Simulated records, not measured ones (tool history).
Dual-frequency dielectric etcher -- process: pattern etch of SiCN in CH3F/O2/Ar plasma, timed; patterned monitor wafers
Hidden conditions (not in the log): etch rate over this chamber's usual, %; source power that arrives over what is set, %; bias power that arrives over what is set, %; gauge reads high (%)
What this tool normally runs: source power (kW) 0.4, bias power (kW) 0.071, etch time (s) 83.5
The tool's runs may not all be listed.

run	day	source power (kW)	bias power (kW)	etch time (s)	wafers since the last listed run	hours since the last wet clean	hours since the last source power generator calibration	hours since the last bias power generator calibration	hours since the last upper electrode change	hours since the gauge calibration	read-back reference wafer on the same gauge, depth_nm	mean etch depth across the wafer (angstrom)
1	0	0.4	0.071	83.5	0	391.5	2941	1886.1	1540	522.4	28.19	295.4
# day 1.283: wet clean of the chamber
2	4.308	0.4	0.071	83.5	758	72.6	3044.4	1989.5	1643.4	625.8	28.12	295.4
3	7.562	0.4	0.071	94.5	745	150.7	3122.5	2067.6	1721.5	703.9	28.08	334.5
4	10.946	0.4	0.071	83.5	775	231.9	3203.7	2148.8	1802.7	785.1	28.05	295.5
5	14.521	0.4	0.071	83.5	819	317.7	3289.5	2234.6	1888.5	870.9	28	295.9
6	18.058	0.4	0.071	83.5	810	402.6	3374.4	2319.5	1973.4	955.8	27.99	293.5
# day 19.804: wet clean of the chamber
7	20.442	0.4	0.071	83.5	316	15.3	3431.6	2376.7	2030.6	1013	27.95	293.7
8	24.279	0.4	0.071	83.5	879	107.4	3523.7	2468.8	2122.7	1105.1	27.94	294.9
9	26.496	0.4	0.071	83.5	507	160.6	3576.9	2522	2175.9	1158.3	27.92	294.1
10	28.712	0.4	0.071	83.5	507	213.8	3630.1	2575.2	2229.1	1211.5	27.92	293.1
11	31.358	0.4	0.071	83.5	606	277.3	3693.6	2638.7	2292.6	1275	27.92	292.7
12	33.571	0.4	0.071	83.5	506	330.4	3746.7	2691.8	2345.7	1328.1	27.9	294
13	36.329	0.4	0.071	83.5	632	396.6	3812.9	2758	2411.9	1394.3	27.89	294
# day 39.583: wet clean of the chamber
14	40.071	0.34	0.071	95.5	628	11.7	3902.7	2847.8	2501.7	1484.1	27.89	317
# day 43.946: gauge calibrated
15	44.05	0.4	0.071	83.5	911	107.2	3998.2	2943.3	2597.2	2.5	28.75	302.8
16	47.579	0.4	0.071	83.5	808	191.9	4082.9	3028	2681.9	87.2	28.61	301.7
# day 50.383: upper electrode replaced
17	50.404	0.4	0.071	83.5	418	259.7	4150.7	3095.8	0.5	155	28.5	299.9
18	52.996	0.4	0.063	83.5	593	321.9	4212.9	3158	62.7	217.2	28.4	287.8
19	56.254	0.37	0.071	83.5	746	400.1	4291.1	3236.2	140.9	295.4	28.33	291
# day 56.833: source power generator calibrated
# day 57.946: bias power generator calibrated
# day 58.325: wet clean of the chamber
20	60.4	0.47	0.065	69.5	787	49.8	85.6	58.9	240.4	394.9	28.22	253.6
21	64.45	0.34	0.071	95.5	927	147	182.8	156.1	337.6	492.1	28.17	319.6
22	68.646	0.4	0.076	83.5	961	247.7	283.5	256.8	438.3	592.8	28.08	301.9
23	73.108	0.46	0.071	83.5	1022	354.8	390.6	363.9	545.4	699.9	28.03	308.3
# day 74.229: wet clean of the chamber
24	75.758	0.45	0.08	77	378	36.7	454.2	427.5	609	763.5	28.01	292.8
25	78.692	0.4	0.086	95.5	672	107.1	524.6	497.9	679.4	833.9	27.97	357.1
26	81.125	0.4	0.071	67.5	557	165.5	583	556.3	737.8	892.3	27.96	238.2
27	85.308	0.47	0.071	91	958	265.9	683.4	656.7	838.2	992.7	27.92	337.9

Table of differences, measured result less the result of that run with no hidden state. Run-to-run variation is the same in both. Gauge scatter possibly is not:
run	mean etch depth across the wafer (angstrom)
1	-5.4
2	-6.1
3	-7.4
4	-6.9
5	-7.3
6	-7.6
7	-7.7
8	-8
9	-8.1
10	-8.2
11	-8.3
12	-8.4
13	-8.5
14	-9.3
15	+0.5
16	-1
17	-2.1
18	-2.9
19	-3.8
20	-4.2
21	-6.2
22	-6.5
23	-7.3
24	-7.3
25	-9.3
26	-6.4
27	-9.4
